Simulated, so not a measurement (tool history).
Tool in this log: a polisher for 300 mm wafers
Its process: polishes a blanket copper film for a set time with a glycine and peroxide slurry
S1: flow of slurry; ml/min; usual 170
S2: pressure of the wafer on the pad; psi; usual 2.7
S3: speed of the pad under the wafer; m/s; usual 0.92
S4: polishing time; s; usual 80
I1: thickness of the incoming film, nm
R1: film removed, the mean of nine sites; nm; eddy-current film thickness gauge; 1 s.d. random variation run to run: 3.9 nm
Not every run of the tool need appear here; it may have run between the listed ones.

run,hour,S1,S2,S3,S4,I1,R1
1,0.0,195,2.7,0.92,80,1206.7,430.6
2,18.9,195,2.7,0.92,80,1193.9,419.9
3,39.0,195,2.7,0.92,80,1194.6,417.9
4,53.5,130,2.7,1.06,80,1198.2,441.8
# hour 66.7: worn pad replaced by a new one
5,68.6,170,2.5,1.04,80,1190.8,446.1
6,89.2,170,2.5,1.04,80,1177.8,444.3
7,116.4,170,2.3,0.92,80,1181.1,366.3
8,140.6,170,2.3,0.92,80,1191.1,363.0
9,155.8,170,2.7,0.92,80,1213.9,403.4
10,181.7,170,2.7,0.92,80,1174.3,395.7
# hour 186.0: worn pad replaced by a new one
11,273.0,145,2.3,0.92,58,1198.7,251.2
# hour 283.1: worn pad replaced by a new one, of another model than before
12,300.6,170,2.7,0.92,80,1199.9,426.3
# hour 326.2: slurry nozzle cleaned
13,329.8,195,2.7,0.74,80,1175.9,376.1
14,365.2,170,2.5,1.04,80,1210.1,416.7
# hour 379.0: head pressure recalibrated
15,391.8,170,2.7,0.92,80,1166.1,393.5
# hour 407.5: worn pad replaced by a new one
16,409.5,170,3.5,1.14,90,1195.9,657.3
17,426.3,205,2.7,0.92,65,1170.1,355.8
18,451.4,140,2.7,1.14,80,1190.2,467.1
19,475.0,210,2.1,1.16,70,1184.2,365.9
20,507.6,170,2.5,1.04,80,1185.4,414.3
# hour 524.3: worn pad replaced by a new one
21,541.8,115,1.9,0.92,80,1182.9,339.2

Results for each run, recomputed without the tool's hidden state and with each run's random variation untouched:
Hidden state present: removal rate lost through wear of the pad, %; slurry flow missing at the pad, %; deviation of the head's pressure from its setpoint, %.
run,R1
1,449.0
2,444.9
3,450.5
4,482.3
5,449.9
6,455.6
7,384.3
8,388.7
9,437.7
10,439.4
11,274.0
12,438.3
13,396.3
14,452.7
15,437.6
16,662.3
17,363.5
18,487.2
19,389.3
20,453.6
21,346.6
